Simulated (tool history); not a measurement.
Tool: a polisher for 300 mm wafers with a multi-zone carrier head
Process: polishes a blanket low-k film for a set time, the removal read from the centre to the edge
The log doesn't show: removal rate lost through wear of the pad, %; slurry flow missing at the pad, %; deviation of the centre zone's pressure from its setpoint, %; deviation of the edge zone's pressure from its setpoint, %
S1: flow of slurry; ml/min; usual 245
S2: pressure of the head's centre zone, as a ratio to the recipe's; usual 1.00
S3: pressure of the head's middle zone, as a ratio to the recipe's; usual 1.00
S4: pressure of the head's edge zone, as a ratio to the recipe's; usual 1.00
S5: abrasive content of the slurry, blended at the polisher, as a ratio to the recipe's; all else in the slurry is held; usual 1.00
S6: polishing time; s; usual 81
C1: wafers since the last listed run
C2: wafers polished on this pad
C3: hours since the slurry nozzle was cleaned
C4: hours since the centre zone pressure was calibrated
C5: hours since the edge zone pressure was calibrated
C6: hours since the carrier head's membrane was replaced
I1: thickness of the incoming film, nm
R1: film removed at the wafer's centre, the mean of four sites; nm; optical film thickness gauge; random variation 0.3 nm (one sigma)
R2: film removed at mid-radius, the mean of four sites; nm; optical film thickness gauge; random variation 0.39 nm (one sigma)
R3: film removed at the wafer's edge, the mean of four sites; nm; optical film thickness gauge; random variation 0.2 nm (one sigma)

run	hour	S1	S2	S3	S4	S5	S6	C1	C2	C3	C4	C5	C6	I1	R1	R2	R3
1	0.0	245	1.00	1.00	1.00	1.00	81	0	1058	95.9	959.2	974.7	735.5	428.6	31.0	31.1	31.5
2	21.7	245	1.00	1.00	1.00	1.00	81	266	1325	117.6	980.9	996.4	757.2	433.9	30.4	30.2	31.2
# hour 38.9: worn pad replaced by a new one
3	49.2	245	1.00	1.00	1.00	1.00	81	288	126	145.1	1008.4	1023.9	784.7	432.3	30.8	30.4	31.4
4	64.7	245	1.00	1.00	1.00	1.00	81	190	316	160.6	1023.9	1039.4	800.2	429.4	30.7	30.9	31.2
# hour 143.6: slurry nozzle cleaned
5	144.9	245	1.00	1.00	1.00	0.90	81	973	1289	1.3	1104.1	1119.6	880.4	429.8	27.3	27.5	28.7
# hour 149.3: worn pad replaced by a new one
# hour 162.4: edge zone pressure recalibrated
6	180.0	245	1.00	1.00	1.00	0.90	81	357	352	36.4	1139.2	17.6	915.5	434.8	27.1	27.8	28.5
7	197.9	245	1.00	1.00	1.00	0.90	81	219	572	54.3	1157.1	35.5	933.4	423.2	27.3	27.7	28.5
8	235.5	245	1.00	1.00	1.00	1.00	81	462	1034	91.9	1194.7	73.1	971.0	433.1	27.3	28.0	29.1
9	262.8	270	1.00	1.00	1.10	1.00	81	335	1370	119.2	1222.0	100.4	998.3	431.7	27.7	28.6	31.0
# hour 269.2: worn pad replaced by a new one
# hour 270.0: slurry nozzle cleaned, repeated, since the last time left the tool worse
10	287.8	245	1.00	1.07	1.00	0.85	81	248	219	17.8	1247.0	125.4	1023.3	434.7	29.1	30.3	29.6
# hour 295.9: carrier head's membrane replaced by a new one
# hour 304.6: centre zone pressure recalibrated
11	321.5	245	1.00	1.00	1.00	1.00	81	328	547	51.5	16.9	159.1	25.6	423.3	30.4	30.9	31.4
12	339.0	245	1.00	1.00	0.93	0.70	81	215	762	69.0	34.4	176.6	43.1	424.4	27.7	28.2	27.6
13	367.9	245	1.00	1.00	1.12	1.00	55	355	1117	97.9	63.3	205.5	72.0	432.2	20.5	21.0	22.4
14	381.1	245	1.00	1.00	1.00	1.00	81	162	1279	111.1	76.5	218.7	85.2	427.2	30.7	30.1	31.3
# hour 396.3: worn pad replaced by a new one
15	411.4	245	1.00	1.00	1.00	1.00	81	323	185	141.4	106.8	249.0	115.5	435.7	29.8	30.4	30.9
16	435.1	245	1.00	1.00	1.00	1.00	65	291	476	165.1	130.5	272.7	139.2	422.5	24.4	24.5	24.9
17	463.1	180	1.00	1.00	0.89	1.00	81	344	821	193.1	158.5	300.7	167.2	429.6	28.6	28.9	27.9
18	490.7	245	0.94	1.00	1.00	0.75	109	339	1160	220.7	186.1	328.3	194.8	432.2	35.4	37.5	38.4
19	505.9	170	1.00	1.00	1.09	1.00	81	186	1347	235.9	201.3	343.5	210.0	423.7	27.7	28.3	30.1
# hour 523.2: slurry nozzle cleaned
20	533.1	245	1.00	1.00	1.00	1.15	81	321	1669	9.9	228.5	370.7	237.2	424.0	32.4	32.3	32.5

The same runs without the tool's hidden state, with the same run-to-run variation:
run	R1	R2	R3
1	31.1	31.3	31.6
2	30.6	30.5	31.4
3	31.2	30.8	31.6
4	31.2	31.3	31.6
5	30.0	29.9	30.5
6	29.8	30.3	30.3
7	30.2	30.3	30.4
8	30.5	30.9	31.2
9	30.9	31.5	33.3
10	29.1	30.3	29.7
11	30.5	31.0	31.4
12	27.8	28.3	27.7
13	20.7	21.1	22.5
14	31.0	30.3	31.5
15	30.2	30.8	31.2
16	24.9	24.9	25.2
17	29.6	29.8	28.6
18	36.7	38.7	39.3
19	29.3	29.8	31.2
20	32.4	32.4	32.5

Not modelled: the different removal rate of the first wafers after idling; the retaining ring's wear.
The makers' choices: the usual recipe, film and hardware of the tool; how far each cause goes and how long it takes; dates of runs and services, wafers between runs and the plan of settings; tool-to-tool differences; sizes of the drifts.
